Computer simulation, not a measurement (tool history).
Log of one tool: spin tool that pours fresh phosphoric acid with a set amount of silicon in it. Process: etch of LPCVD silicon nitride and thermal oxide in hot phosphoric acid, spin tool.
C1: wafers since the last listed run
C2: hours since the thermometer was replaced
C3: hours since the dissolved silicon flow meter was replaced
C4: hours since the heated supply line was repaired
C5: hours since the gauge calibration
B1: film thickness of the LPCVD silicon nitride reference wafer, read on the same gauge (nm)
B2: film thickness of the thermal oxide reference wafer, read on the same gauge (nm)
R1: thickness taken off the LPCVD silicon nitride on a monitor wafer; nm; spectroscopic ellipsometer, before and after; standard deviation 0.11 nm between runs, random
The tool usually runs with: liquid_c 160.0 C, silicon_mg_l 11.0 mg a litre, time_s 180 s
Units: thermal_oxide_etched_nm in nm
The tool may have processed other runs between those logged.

{"run": 1, "hour": 0.0, "liquid_c": 160.0, "silicon_mg_l": 17.0, "time_s": 150, "C1": 0, "C2": 1486.6, "C3": 1314.5, "C4": 785.2, "C5": 1064.6, "B1": 49.99, "B2": 130.026, "R1": 11.8, "thermal_oxide_etched_nm": 0.277}
{"run": 2, "hour": 29.7, "liquid_c": 160.0, "silicon_mg_l": 17.0, "time_s": 150, "C1": 144, "C2": 1516.3, "C3": 1344.2, "C4": 814.9, "C5": 1094.3, "B1": 50.0, "B2": 130.0, "R1": 11.99, "thermal_oxide_etched_nm": 0.307}
{"run": 3, "hour": 61.6, "liquid_c": 159.0, "silicon_mg_l": 11.0, "time_s": 210, "C1": 155, "C2": 1548.2, "C3": 1376.1, "C4": 846.8, "C5": 1126.2, "B1": 50.01, "B2": 130.034, "R1": 16.36, "thermal_oxide_etched_nm": 0.454}
{"hour": 86.3, "done": "gauge calibrated"}
{"run": 4, "hour": 87.7, "liquid_c": 160.0, "silicon_mg_l": 11.0, "time_s": 180, "C1": 127, "C2": 1574.3, "C3": 1402.2, "C4": 872.9, "C5": 1.4, "B1": 50.01, "B2": 129.972, "R1": 14.29, "thermal_oxide_etched_nm": 0.417}
{"run": 5, "hour": 111.6, "liquid_c": 161.5, "silicon_mg_l": 11.0, "time_s": 275, "C1": 116, "C2": 1598.2, "C3": 1426.1, "C4": 896.8, "C5": 25.3, "B1": 50.01, "B2": 130.014, "R1": 22.87, "thermal_oxide_etched_nm": 0.626}
{"run": 6, "hour": 132.7, "liquid_c": 160.0, "silicon_mg_l": 11.0, "time_s": 180, "C1": 102, "C2": 1619.3, "C3": 1447.2, "C4": 917.9, "C5": 46.4, "B1": 49.98, "B2": 130.004, "R1": 14.15, "thermal_oxide_etched_nm": 0.4}
{"run": 7, "hour": 168.6, "liquid_c": 160.0, "silicon_mg_l": 11.0, "time_s": 180, "C1": 174, "C2": 1655.2, "C3": 1483.1, "C4": 953.8, "C5": 82.3, "B1": 49.99, "B2": 130.018, "R1": 14.31, "thermal_oxide_etched_nm": 0.397}
{"run": 8, "hour": 196.5, "liquid_c": 160.0, "silicon_mg_l": 15.0, "time_s": 80, "C1": 135, "C2": 1683.1, "C3": 1511.0, "C4": 981.7, "C5": 110.2, "B1": 50.01, "B2": 130.018, "R1": 6.31, "thermal_oxide_etched_nm": 0.152}
{"run": 9, "hour": 230.8, "liquid_c": 158.5, "silicon_mg_l": 14.0, "time_s": 180, "C1": 167, "C2": 1717.4, "C3": 1545.3, "C4": 1016.0, "C5": 144.5, "B1": 49.99, "B2": 129.99, "R1": 13.58, "thermal_oxide_etched_nm": 0.3}
{"hour": 255.2, "done": "dissolved silicon flow meter replaced"}
{"run": 10, "hour": 260.7, "liquid_c": 161.5, "silicon_mg_l": 11.0, "time_s": 180, "C1": 140, "C2": 1747.3, "C3": 5.5, "C4": 1045.9, "C5": 174.4, "B1": 50.0, "B2": 130.015, "R1": 15.05, "thermal_oxide_etched_nm": 0.401}
{"hour": 268.2, "done": "heated supply line repaired"}
{"run": 11, "hour": 290.8, "liquid_c": 161.5, "silicon_mg_l": 5.5, "time_s": 180, "C1": 141, "C2": 1777.4, "C3": 35.6, "C4": 22.6, "C5": 204.5, "B1": 50.01, "B2": 129.969, "R1": 14.79, "thermal_oxide_etched_nm": 0.464}
{"run": 12, "hour": 310.7, "liquid_c": 157.0, "silicon_mg_l": 11.0, "time_s": 180, "C1": 96, "C2": 1797.3, "C3": 55.5, "C4": 42.5, "C5": 224.4, "B1": 50.0, "B2": 129.986, "R1": 12.58, "thermal_oxide_etched_nm": 0.281}
{"run": 13, "hour": 338.1, "liquid_c": 160.0, "silicon_mg_l": 16.0, "time_s": 180, "C1": 133, "C2": 1824.7, "C3": 82.9, "C4": 69.9, "C5": 251.8, "B1": 50.0, "B2": 129.974, "R1": 13.78, "thermal_oxide_etched_nm": 0.342}
{"hour": 369.5, "done": "thermometer replaced"}
{"run": 14, "hour": 372.2, "liquid_c": 162.0, "silicon_mg_l": 11.0, "time_s": 125, "C1": 161, "C2": 2.7, "C3": 117.0, "C4": 104.0, "C5": 285.9, "B1": 50.0, "B2": 129.977, "R1": 10.28, "thermal_oxide_etched_nm": 0.339}
{"run": 15, "hour": 402.3, "liquid_c": 157.5, "silicon_mg_l": 8.0, "time_s": 245, "C1": 146, "C2": 32.8, "C3": 147.1, "C4": 134.1, "C5": 316.0, "B1": 50.02, "B2": 129.96, "R1": 17.28, "thermal_oxide_etched_nm": 0.453}
{"run": 16, "hour": 436.1, "liquid_c": 163.0, "silicon_mg_l": 3.5, "time_s": 180, "C1": 164, "C2": 66.6, "C3": 180.9, "C4": 167.9, "C5": 349.8, "B1": 50.01, "B2": 129.98, "R1": 15.36, "thermal_oxide_etched_nm": 0.493}
{"run": 17, "hour": 449.6, "liquid_c": 161.0, "silicon_mg_l": 2.5, "time_s": 180, "C1": 65, "C2": 80.1, "C3": 194.4, "C4": 181.4, "C5": 363.3, "B1": 50.0, "B2": 130.014, "R1": 14.3, "thermal_oxide_etched_nm": 0.49}
{"run": 18, "hour": 480.9, "liquid_c": 158.0, "silicon_mg_l": 13.5, "time_s": 250, "C1": 152, "C2": 111.4, "C3": 225.7, "C4": 212.7, "C5": 394.6, "B1": 49.98, "B2": 129.993, "R1": 17.91, "thermal_oxide_etched_nm": 0.389}
{"hour": 536.6, "done": "heated supply line repaired, repeated, since the last time left the tool worse"}
{"run": 19, "hour": 550.5, "liquid_c": 158.0, "silicon_mg_l": 13.5, "time_s": 275, "C1": 334, "C2": 181.0, "C3": 295.3, "C4": 13.9, "C5": 464.2, "B1": 50.0, "B2": 129.982, "R1": 21.25, "thermal_oxide_etched_nm": 0.519}
{"run": 20, "hour": 577.7, "liquid_c": 160.0, "silicon_mg_l": 2.5, "time_s": 180, "C1": 132, "C2": 208.2, "C3": 322.5, "C4": 41.1, "C5": 491.4, "B1": 49.98, "B2": 130.002, "R1": 14.68, "thermal_oxide_etched_nm": 0.502}
{"run": 21, "hour": 651.4, "liquid_c": 160.0, "silicon_mg_l": 5.0, "time_s": 180, "C1": 359, "C2": 281.9, "C3": 396.2, "C4": 114.8, "C5": 565.1, "B1": 49.98, "B2": 130.014, "R1": 14.56, "thermal_oxide_etched_nm": 0.458}
{"run": 22, "hour": 668.8, "liquid_c": 157.5, "silicon_mg_l": 3.0, "time_s": 180, "C1": 84, "C2": 299.3, "C3": 413.6, "C4": 132.2, "C5": 582.5, "B1": 50.01, "B2": 130.01, "R1": 13.53, "thermal_oxide_etched_nm": 0.435}
{"run": 23, "hour": 704.6, "liquid_c": 160.0, "silicon_mg_l": 11.0, "time_s": 180, "C1": 174, "C2": 335.1, "C3": 449.4, "C4": 168.0, "C5": 618.3, "B1": 50.0, "B2": 129.992, "R1": 14.79, "thermal_oxide_etched_nm": 0.437}

Predict each of these 3 candidate next runs independently; none follows another, all start after run 23:
{"run": "A", "hour": 705.1, "liquid_c": 160.0, "silicon_mg_l": 11.0, "time_s": 180, "C1": 2, "C2": 335.6, "C3": 449.9, "C4": 168.5, "C5": 618.8, "B1": "?", "B2": "?", "R1": "?", "thermal_oxide_etched_nm": "?"}
{"run": "B", "hour": 705.1, "liquid_c": 161.0, "silicon_mg_l": 11.0, "time_s": 150, "C1": 2, "C2": 335.6, "C3": 449.9, "C4": 168.5, "C5": 618.8, "B1": "?", "B2": "?", "R1": "?", "thermal_oxide_etched_nm": "?"}
{"run": "C", "hour": 705.1, "liquid_c": 158.0, "silicon_mg_l": 18.0, "time_s": 285, "C1": 2, "C2": 335.6, "C3": 449.9, "C4": 168.5, "C5": 618.8, "B1": "?", "B2": "?", "R1": "?", "thermal_oxide_etched_nm": "?"}

run=A B1=50.02 B2=129.999 R1=14.81 thermal_oxide_etched_nm=0.440
run=B B1=50.02 B2=129.999 R1=12.76 thermal_oxide_etched_nm=0.395
run=C B1=50.02 B2=129.999 R1=21.92 thermal_oxide_etched_nm=0.504
Take away the tool's hidden state, keep each run's random variation, and the runs would have read:
run=A R1=14.89 thermal_oxide_etched_nm=0.445
run=B R1=12.83 thermal_oxide_etched_nm=0.399
run=C R1=22.03 thermal_oxide_etched_nm=0.510
